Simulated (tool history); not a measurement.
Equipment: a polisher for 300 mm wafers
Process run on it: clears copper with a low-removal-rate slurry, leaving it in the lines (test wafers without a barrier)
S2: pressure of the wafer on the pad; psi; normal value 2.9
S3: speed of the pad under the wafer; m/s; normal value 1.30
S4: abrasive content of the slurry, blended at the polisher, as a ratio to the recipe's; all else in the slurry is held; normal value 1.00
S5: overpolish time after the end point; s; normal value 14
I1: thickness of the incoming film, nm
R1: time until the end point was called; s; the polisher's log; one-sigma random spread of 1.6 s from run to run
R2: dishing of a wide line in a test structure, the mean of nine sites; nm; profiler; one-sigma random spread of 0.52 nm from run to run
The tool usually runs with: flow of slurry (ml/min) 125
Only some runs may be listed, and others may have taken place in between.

run 1 day=0.000 | flow_of_slurry_(ml/min)=125 S2=2.9 S3=1.30 S4=1.00 S5=14 | I1=342.3 | R1=106.8 R2=32.6
-- day=0.875 worn pad replaced by a new one
run 2 day=1.017 | flow_of_slurry_(ml/min)=125 S2=2.9 S3=1.30 S4=1.00 S5=14 | I1=335.6 | R1=92.4 R2=36.3
-- day=1.833 slurry blender recalibrated
run 3 day=4.012 | flow_of_slurry_(ml/min)=125 S2=2.9 S3=1.30 S4=1.00 S5=14 | I1=340.2 | R1=94.8 R2=35.9
run 4 day=5.517 | flow_of_slurry_(ml/min)=125 S2=2.9 S3=1.30 S4=1.00 S5=14 | I1=338.4 | R1=91.9 R2=35.6
run 5 day=8.408 | flow_of_slurry_(ml/min)=125 S2=2.9 S3=1.30 S4=1.00 S5=14 | I1=340.4 | R1=98.8 R2=34.5
-- day=9.967 slurry nozzle cleaned
run 6 day=15.504 | flow_of_slurry_(ml/min)=125 S2=2.9 S3=1.30 S4=1.00 S5=14 | I1=334.9 | R1=108.5 R2=31.5
-- day=15.729 worn pad replaced by a new one
-- day=16.029 head pressure recalibrated
run 7 day=17.242 | flow_of_slurry_(ml/min)=125 S2=2.9 S3=1.02 S4=1.00 S5=14 | I1=333.3 | R1=126.4 R2=27.6
run 8 day=18.696 | flow_of_slurry_(ml/min)=125 S2=2.9 S3=1.30 S4=1.00 S5=19 | I1=336.8 | R1=105.0 R2=44.1
-- day=19.621 slurry blender recalibrated
run 9 day=20.350 | flow_of_slurry_(ml/min)=125 S2=2.9 S3=1.30 S4=1.00 S5=14 | I1=335.5 | R1=94.1 R2=36.9
run 10 day=22.233 | flow_of_slurry_(ml/min)=125 S2=2.9 S3=1.30 S4=1.00 S5=14 | I1=342.8 | R1=98.5 R2=35.3
-- day=23.121 slurry nozzle cleaned
run 11 day=23.767 | flow_of_slurry_(ml/min)=110 S2=2.9 S3=1.30 S4=1.00 S5=18 | I1=334.4 | R1=96.1 R2=43.3
run 12 day=25.158 | flow_of_slurry_(ml/min)=125 S2=2.9 S3=1.30 S4=1.00 S5=14 | I1=337.8 | R1=97.1 R2=34.2
run 13 day=28.125 | flow_of_slurry_(ml/min)=125 S2=2.9 S3=1.30 S4=1.00 S5=8 | I1=337.7 | R1=98.8 R2=19.8
run 14 day=30.288 | flow_of_slurry_(ml/min)=100 S2=3.3 S3=1.30 S4=0.80 S5=19 | I1=335.3 | R1=104.0 R2=43.3
run 15 day=32.496 | flow_of_slurry_(ml/min)=125 S2=3.3 S3=1.68 S4=1.10 S5=17 | I1=340.9 | R1=76.9 R2=53.4
-- day=32.700 worn pad replaced by a new one
-- day=32.775 slurry blender recalibrated
run 16 day=33.725 | flow_of_slurry_(ml/min)=125 S2=2.6 S3=1.02 S4=1.00 S5=14 | I1=338.7 | R1=129.0 R2=28.8
run 17 day=36.192 | flow_of_slurry_(ml/min)=90 S2=2.9 S3=1.30 S4=1.10 S5=14 | I1=345.2 | R1=100.9 R2=34.6
run 18 day=38.388 | flow_of_slurry_(ml/min)=125 S2=3.3 S3=1.30 S4=1.10 S5=22 | I1=342.7 | R1=85.8 R2=61.2
-- day=39.058 slurry nozzle cleaned
run 19 day=40.258 | flow_of_slurry_(ml/min)=125 S2=2.9 S3=1.30 S4=1.20 S5=14 | I1=342.1 | R1=96.0 R2=36.8
run 20 day=42.467 | flow_of_slurry_(ml/min)=115 S2=2.9 S3=1.30 S4=1.00 S5=14 | I1=339.8 | R1=103.4 R2=34.2
run 21 day=44.562 | flow_of_slurry_(ml/min)=125 S2=2.9 S3=1.30 S4=1.00 S5=14 | I1=340.2 | R1=105.2 R2=32.7
run 22 day=46.958 | flow_of_slurry_(ml/min)=150 S2=2.9 S3=1.70 S4=1.00 S5=14 | I1=342.9 | R1=80.2 R2=42.5
-- day=49.746 slurry blender recalibrated
-- day=50.188 worn pad replaced by a new one
run 23 day=52.021 | flow_of_slurry_(ml/min)=125 S2=2.1 S3=1.30 S4=1.00 S5=19 | I1=341.2 | R1=124.3 R2=38.7
run 24 day=54.900 | flow_of_slurry_(ml/min)=100 S2=2.9 S3=1.30 S4=1.00 S5=17 | I1=343.8 | R1=101.1 R2=41.7
-- day=56.367 slurry nozzle cleaned
run 25 day=57.792 | flow_of_slurry_(ml/min)=125 S2=2.9 S3=1.30 S4=1.00 S5=14 | I1=345.5 | R1=98.9 R2=35.3
run 26 day=58.992 | flow_of_slurry_(ml/min)=100 S2=2.9 S3=1.30 S4=1.00 S5=11 | I1=347.1 | R1=105.5 R2=26.9
run 27 day=61.850 | flow_of_slurry_(ml/min)=170 S2=3.7 S3=1.12 S4=1.00 S5=8 | I1=339.2 | R1=93.3 R2=22.4

What does the tool deliver on the next run?
-- day=63.904 worn pad replaced by a new one
run 28 day=64.025 | flow_of_slurry_(ml/min)=125 S2=2.9 S3=1.30 S4=1.25 S5=14 | I1=333.8 | R1=? R2=?

R1: 89.9 s
R2: 36.6 nm
Take away the tool's hidden state, keep the run-to-run variation as it was, and the same run would have given R1 82.6 s, R2 39.4 nm.

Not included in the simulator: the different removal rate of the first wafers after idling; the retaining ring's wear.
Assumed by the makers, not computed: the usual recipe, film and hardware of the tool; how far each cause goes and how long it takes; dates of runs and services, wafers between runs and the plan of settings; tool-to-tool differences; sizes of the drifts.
